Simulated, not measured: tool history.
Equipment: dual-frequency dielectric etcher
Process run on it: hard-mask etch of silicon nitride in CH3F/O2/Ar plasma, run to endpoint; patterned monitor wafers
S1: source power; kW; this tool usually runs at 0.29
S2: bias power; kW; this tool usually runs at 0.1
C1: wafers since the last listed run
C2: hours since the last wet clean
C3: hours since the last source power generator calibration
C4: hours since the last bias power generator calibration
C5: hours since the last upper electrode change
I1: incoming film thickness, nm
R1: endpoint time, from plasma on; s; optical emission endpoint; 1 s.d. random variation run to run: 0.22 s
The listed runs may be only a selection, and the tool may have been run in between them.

run     day    S1     S2    C1     C2      C3      C4      C5     I1    R1
  1       0  0.29    0.1     0  220.5  3270.9  1046.2  4059.3  33.96    50
  2   2.275  0.24  0.082   587  275.1  3325.5  1100.8  4113.9  33.76    59
  3   6.217  0.29    0.1  1017  369.7  3420.1  1195.4  4208.5  34.57  50.8
  4  10.108  0.29    0.1  1004  463.1  3513.5  1288.8  4301.9   34.1    50
     11.362  -- wet clean of the chamber
  5  14.042  0.29    0.1   756   64.3  3607.9  1383.2  4396.3  33.86  49.7
  6  16.375  0.29    0.1   602  120.3  3663.9  1439.2  4452.3  34.35  50.6
  7  20.554  0.29    0.1  1078  220.6  3764.2  1539.5  4552.6  34.18  50.1
  8  22.108  0.29    0.1   401  257.9  3801.5  1576.8  4589.9  34.14    50
  9  26.038  0.29  0.082  1013  352.2  3895.8  1671.1  4684.2  34.09  54.1
 10  29.096  0.29  0.082   789  425.6  3969.2  1744.5  4757.6  34.24  54.1
     29.417  -- bias power generator calibrated
     31.996  -- wet clean of the chamber
 11  32.579  0.29  0.082   597     14  4052.8    75.9  4841.2  34.18  54.8
 12    34.9  0.29    0.1   598   69.7  4108.5   131.6  4896.9  34.18  50.8
 13  37.529  0.29    0.1   678  132.8  4171.6   194.7    4960  34.18    51
 14  40.225  0.29    0.1   695  197.5  4236.3   259.4  5024.7  34.47  51.1
     44.942  -- upper electrode replaced
 15  44.962  0.29    0.1   964  311.2    4350   373.1     0.5  34.29  51.2
 16  46.512  0.36    0.1   399  348.4  4387.2   410.3    37.7  33.94  45.3
 17  48.671  0.33  0.107   556  400.2    4439   462.1    89.5   34.1  46.5
 18  52.179  0.32  0.111   905  484.4  4523.2   546.3   173.7  34.32  46.6
     53.846  -- wet clean of the chamber
 19  54.796  0.31    0.1   417   22.8    4586   609.1   236.5  34.06  49.1
 20  56.808  0.29    0.1   519   71.1  4634.3   657.4   284.8   34.2  50.9
 21  60.792  0.29    0.1  1027  166.7  4729.9     753   380.4  34.02  50.4
 22  62.425  0.26  0.094   421  205.9  4769.1   792.2   419.6  34.09  54.9
     67.604  -- source power generator calibrated
 23  70.746  0.36  0.115  2104  405.6    75.4   991.9   619.3  34.06  42.9
     73.217  -- wet clean of the chamber
 24  74.612  0.29  0.086   739   33.5   168.2  1084.7   712.1  33.98  53.6
 25  77.742  0.24  0.086   807  108.6   243.3  1159.8   787.2  34.16    59
 26  81.996  0.29  0.078  1097  210.7   345.4  1261.9   889.3  33.89  55.1
 27  85.562  0.22    0.1   920  296.3     431  1347.5   974.9  33.93  58.1
 28  88.512  0.24  0.091   761  367.1   501.8  1418.3  1045.7   34.1  57.7

Predict each of these 4 candidate next runs independently; none follows another, all start after run 28:
  A  88.529  0.29    0.1   4  367.5  502.2  1418.7  1046.1  34.05   ?
  B  88.529  0.26  0.113   4  367.5  502.2  1418.7  1046.1  34.05   ?
  C  88.529  0.33  0.124   4  367.5  502.2  1418.7  1046.1  34.05   ?
  D  88.529  0.25    0.1   4  367.5  502.2  1418.7  1046.1  34.05   ?

run    R1
  A  50.3
  B  50.7
  C  43.3
  D  54.4
Without the tool's hidden state the same runs would have given:
run    R1
  A  50.6
  B    51
  C  43.6
  D  54.7

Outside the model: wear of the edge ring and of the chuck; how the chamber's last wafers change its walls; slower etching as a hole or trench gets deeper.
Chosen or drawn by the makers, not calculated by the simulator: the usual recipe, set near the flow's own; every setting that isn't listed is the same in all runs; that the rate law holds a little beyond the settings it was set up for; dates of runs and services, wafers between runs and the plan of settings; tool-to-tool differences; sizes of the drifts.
